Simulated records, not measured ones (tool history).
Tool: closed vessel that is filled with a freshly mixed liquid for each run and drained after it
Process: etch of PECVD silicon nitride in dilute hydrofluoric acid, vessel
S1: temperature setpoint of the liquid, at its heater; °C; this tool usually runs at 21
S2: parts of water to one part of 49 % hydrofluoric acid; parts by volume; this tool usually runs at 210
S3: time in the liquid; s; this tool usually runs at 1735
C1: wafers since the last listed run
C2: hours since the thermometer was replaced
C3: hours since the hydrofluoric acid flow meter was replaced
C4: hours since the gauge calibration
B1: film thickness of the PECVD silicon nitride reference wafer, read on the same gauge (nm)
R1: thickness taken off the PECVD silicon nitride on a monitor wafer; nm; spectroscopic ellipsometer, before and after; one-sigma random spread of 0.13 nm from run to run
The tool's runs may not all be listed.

run,hour,S1,S2,S3,C1,C2,C3,C4,B1,R1
1,0,21,275,1370,0,21.4,204.9,270.6,69.98,12.69
2,47.2,21,275,1370,1818,68.6,252.1,317.8,70,12.87
3,78,21,155,1735,1186,99.4,282.9,348.6,69.99,28.36
4,132.5,21,210,1735,2100,153.9,337.4,403.1,69.99,21.01
5,159.5,21,210,915,1040,180.9,364.4,430.1,69.98,11.05
6,198.6,21,210,915,1506,220,403.5,469.2,69.97,11.15
7,258.3,21,210,915,2300,279.7,463.2,528.9,69.98,11.12
8,326.7,21,150,1735,2635,348.1,531.6,597.3,70.01,29.69
9,392.4,21,150,1735,2531,413.8,597.3,663,69.98,29.35
10,417.7,21,150,1735,974,439.1,622.6,688.3,70,29.47
11,445.1,21,210,1735,1055,466.5,650,715.7,69.99,21.38
12,499.8,23.5,210,2165,2107,521.2,704.7,770.4,70.04,30.96
13,538.1,23.5,210,2165,1475,559.5,743,808.7,70.01,31.22
14,562.6,23.5,210,2165,944,584,767.5,833.2,69.98,31.59
15,608.5,18,170,1735,1768,629.9,813.4,879.1,69.98,21.77
16,640,21,210,915,1213,661.4,844.9,910.6,70.02,11.33
17,667,19,115,750,1040,688.4,871.9,937.6,70,14.93
18,701.6,19,155,2685,1333,723,906.5,972.2,70.02,39.71
19,765.2,25.5,115,1735,2450,786.6,970.1,1035.8,70.01,52.52
# hour 797.9: hydrofluoric acid flow meter replaced
# hour 806.5: thermometer replaced
20,816.8,21,300,2340,1911,10.3,18.9,1087.4,70.02,19.98
21,862.1,21,210,2705,1745,55.6,64.2,1132.7,70,32.79
22,923.7,21,210,1735,2373,117.2,125.8,1194.3,69.99,21.47
# hour 977: gauge calibrated
23,994.4,21,210,2255,2724,187.9,196.5,17.4,70.02,27.29
24,1125.9,21,210,1735,5067,319.4,328,148.9,70.04,21.48
25,1190.6,17,210,1735,2493,384.1,392.7,213.6,69.96,16.48
26,1221.7,25,210,1735,1198,415.2,423.8,244.7,69.99,27.63
27,1293,21,210,2425,2747,486.5,495.1,316,70,30.3
28,1329.2,21,285,925,1395,522.7,531.3,352.2,70,8.48

Predict each of these 5 candidate next runs independently; none follows another, all start after run 28:
A,1330.3,25.5,210,1735,42,523.8,532.4,353.3,?,?
B,1330.3,21,110,2610,42,523.8,532.4,353.3,?,?
C,1330.3,21,245,2425,42,523.8,532.4,353.3,?,?
D,1330.3,24,210,2025,42,523.8,532.4,353.3,?,?
E,1330.3,26,155,1735,42,523.8,532.4,353.3,?,?

run,B1,R1
A,70,28.94
B,70,61.74
C,70,26.19
D,70,30.77
E,70,40.46
Take away the tool's hidden state, keep each run's random variation, and the runs would have read:
run,R1
A,27.93
B,59.43
C,25.25
D,29.68
E,39.03
